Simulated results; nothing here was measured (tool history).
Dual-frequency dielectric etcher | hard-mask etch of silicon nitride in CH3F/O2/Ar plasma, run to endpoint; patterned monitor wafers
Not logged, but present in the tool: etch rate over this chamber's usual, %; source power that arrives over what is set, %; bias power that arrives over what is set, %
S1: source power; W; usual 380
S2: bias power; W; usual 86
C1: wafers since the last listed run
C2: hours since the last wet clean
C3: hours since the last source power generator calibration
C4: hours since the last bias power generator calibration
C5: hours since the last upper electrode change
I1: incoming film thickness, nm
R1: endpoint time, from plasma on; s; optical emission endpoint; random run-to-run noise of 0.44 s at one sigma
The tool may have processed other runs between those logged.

run	hour	S1	S2	C1	C2	C3	C4	C5	I1	R1
1	0.0	380	86	0	342.4	2744.7	4177.2	4847.0	45.58	68.3
2	21.4	380	86	132	363.8	2766.1	4198.6	4868.4	45.97	68.7
3	44.1	420	70	140	386.5	2788.8	4221.3	4891.1	45.83	73.1
4	75.1	380	86	192	417.5	2819.8	4252.3	4922.1	45.79	68.2
5	98.9	380	98	147	441.3	2843.6	4276.1	4945.9	45.24	63.1
# hour 145.5: wet clean of the chamber
6	146.0	380	86	143	0.5	2890.7	4323.2	4993.0	45.80	69.8
7	146.3	380	86	1	0.8	2891.0	4323.5	4993.3	45.95	70.2
8	154.2	380	86	48	8.7	2898.9	4331.4	5001.2	45.66	70.6
# hour 160.7: source power generator calibrated
# hour 189.9: upper electrode replaced, of another model than before
9	190.4	380	86	50	44.9	29.7	4367.6	0.5	45.83	69.8
10	195.3	330	86	30	49.8	34.6	4372.5	5.4	45.71	73.1
11	211.3	380	86	99	65.8	50.6	4388.5	21.4	46.08	71.2
12	225.8	450	70	89	80.3	65.1	4403.0	35.9	46.42	79.7
13	248.8	380	101	142	103.3	88.1	4426.0	58.9	44.98	61.4
14	270.6	290	100	135	125.1	109.9	4447.8	80.7	46.23	67.2
15	305.7	380	86	217	160.2	145.0	4482.9	115.8	45.54	69.2
16	320.5	330	100	91	175.0	159.8	4497.7	130.6	45.92	65.5
# hour 328.9: bias power generator calibrated
17	333.8	450	86	57	188.3	173.1	4.9	143.9	45.55	66.1
18	356.7	380	100	141	211.2	196.0	27.8	166.8	45.49	62.1
19	398.1	290	77	256	252.6	237.4	69.2	208.2	45.92	80.8
20	413.9	380	86	97	268.4	253.2	85.0	224.0	46.06	70.0
21	447.5	380	86	208	302.0	286.8	118.6	257.6	45.61	69.0

4 ways to go on from here, each from the tool as it stands after run 21. What would each give?
A	447.9	380	86	2	302.4	287.2	119.0	258.0	45.90	?
B	447.9	300	69	2	302.4	287.2	119.0	258.0	45.90	?
C	447.9	440	101	2	302.4	287.2	119.0	258.0	45.90	?
D	447.9	330	99	2	302.4	287.2	119.0	258.0	45.90	?

run	R1
A	69.6
B	88.4
C	59.8
D	65.5
Without the tool's unlogged condition, the same runs would have read:
run	R1
A	70.9
B	90.0
C	60.9
D	66.8
